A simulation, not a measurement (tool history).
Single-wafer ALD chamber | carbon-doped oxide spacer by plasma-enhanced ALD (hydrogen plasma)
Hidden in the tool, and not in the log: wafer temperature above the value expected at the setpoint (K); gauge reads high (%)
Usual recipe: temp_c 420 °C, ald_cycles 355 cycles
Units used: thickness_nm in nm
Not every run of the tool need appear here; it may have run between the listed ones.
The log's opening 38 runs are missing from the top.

run    hour  temp_c  ald_cycles  wafers since the last listed run  hours since the last thermocouple change  hours since the gauge calibration  read-back reference wafer on the same gauge, thickness_nm  thickness_nm
 39  1833.3     420         355                                68                                     707.3                              423.7                                                     18.097        17.174
 40  1857.7     428         420                                32                                     731.7                              448.1                                                     18.091        19.630
 41  1926.1     433         309                                91                                     800.1                              516.5                                                     18.100        14.298
 42  1966.4     420         355                                53                                     840.4                              556.8                                                     18.088        17.126
     1999.9  -- thermocouple changed; heater temperature recalibrated
 43  2000.4     430         355                                34                                       0.5                              590.8                                                     18.098        16.503
 44  2056.6     420         355                                75                                      56.7                              647.0                                                     18.114        17.134
 45  2116.3     420         355                                79                                     116.4                              706.7                                                     18.106        17.119
 46  2166.3     427         379                                66                                     166.4                              756.7                                                     18.105        17.915
 47  2206.4     420         289                                53                                     206.5                              796.8                                                     18.103        13.911

Branching from run 47: 3 alternative next runs. What would each branch give?
  A  2207.3     420         355                                 1                                     207.4                              797.7                                                          ?             ?
  B  2207.3     426         404                                 1                                     207.4                              797.7                                                          ?             ?
  C  2207.3     420         392                                 1                                     207.4                              797.7                                                          ?             ?

run  read-back reference wafer on the same gauge, thickness_nm  thickness_nm
  A                                                     18.092        17.161
  B                                                     18.092        19.104
  C                                                     18.092        18.950
With the hidden condition removed and each run's random variation left untouched, the same runs would have given:
run  thickness_nm
  A        17.161
  B        19.104
  C        18.950
